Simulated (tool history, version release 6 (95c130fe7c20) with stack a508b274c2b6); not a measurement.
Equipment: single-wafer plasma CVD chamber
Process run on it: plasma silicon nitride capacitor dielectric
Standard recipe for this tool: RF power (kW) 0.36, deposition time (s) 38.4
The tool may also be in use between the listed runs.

| run | hour | RF power (kW) | deposition time (s) | read-back reference wafer on the same gauge, thickness_nm | mean film thickness on the monitor wafer (nm) |
|---|---|---|---|---|---|
| 1 | 0 | 0.36 | 44.5 | 47.998 | 57.065 |
| 2 | 77.1 | 0.36 | 32.7 | 48.065 | 42.538 |
|  | 169.5 | RF generator calibrated |
| 3 | 181.6 | 0.36 | 32.7 | 47.813 | 42.278 |
| 4 | 288.9 | 0.36 | 38.4 | 47.912 | 49.354 |
| 5 | 369.8 | 0.38 | 43.8 | 47.805 | 58.05 |
| 6 | 415.4 | 0.36 | 38.4 | 47.808 | 49.916 |
| 7 | 510.2 | 0.36 | 38.4 | 47.964 | 49.735 |
| 8 | 580 | 0.36 | 38.4 | 47.906 | 49.285 |
| 9 | 678.1 | 0.36 | 38.4 | 47.917 | 49.091 |
| 10 | 756.1 | 0.36 | 38.4 | 47.89 | 49.748 |
| 11 | 826.8 | 0.36 | 38.4 | 47.882 | 49.787 |
| 12 | 905.2 | 0.325 | 35.9 | 47.866 | 45.425 |
| 13 | 983.5 | 0.325 | 35.9 | 47.964 | 45.626 |
| 14 | 1031.2 | 0.36 | 40.5 | 47.963 | 52.591 |
| 15 | 1095.8 | 0.325 | 35.9 | 48.021 | 45.394 |
|  | 1104.8 | RF generator calibrated |
| 16 | 1167.2 | 0.315 | 34.6 | 47.97 | 43.069 |
| 17 | 1259.2 | 0.42 | 34.5 | 47.916 | 46.878 |
| 18 | 1349.7 | 0.36 | 38.4 | 47.948 | 50.003 |
| 19 | 1407.6 | 0.39 | 45.2 | 47.868 | 59.96 |
| 20 | 1504.4 | 0.36 | 38.4 | 47.804 | 49.994 |
|  | 1519.8 | showerhead replaced |
| 21 | 1588.8 | 0.31 | 38.4 | 47.94 | 47.583 |
| 22 | 1694.4 | 0.41 | 38.4 | 47.93 | 51.486 |
|  | 1768.2 | gauge calibrated |
| 23 | 1788.1 | 0.4 | 38.4 | 47.894 | 50.713 |
| 24 | 1832.1 | 0.305 | 31.9 | 47.997 | 39.685 |
|  | 2002.1 | RF generator calibrated |
| 25 | 2054.8 | 0.385 | 34.6 | 47.946 | 45.925 |
| 26 | 2110.7 | 0.36 | 41.7 | 47.935 | 54.387 |
| 27 | 2218.7 | 0.33 | 30.7 | 47.971 | 38.536 |
| 28 | 2275.8 | 0.43 | 41.2 | 47.941 | 55.946 |

Forecast each of these 4 alternatives for the next run:
| A | 2276.2 | 0.36 | 45.6 | ? | ? |
| B | 2276.2 | 0.385 | 38.4 | ? | ? |
| C | 2276.2 | 0.33 | 45.1 | ? | ? |
| D | 2276.2 | 0.3 | 31.8 | ? | ? |

| run | read-back reference wafer on the same gauge, thickness_nm | mean film thickness on the monitor wafer (nm) |
|---|---|---|
| A | 47.882 | 59.385 |
| B | 47.882 | 50.871 |
| C | 47.882 | 57.461 |
| D | 47.882 | 39.569 |
Without the tool's hidden state the same runs would have given:
| run | mean film thickness on the monitor wafer (nm) |
|---|---|
| A | 59.385 |
| B | 50.871 |
| C | 57.461 |
| D | 39.569 |
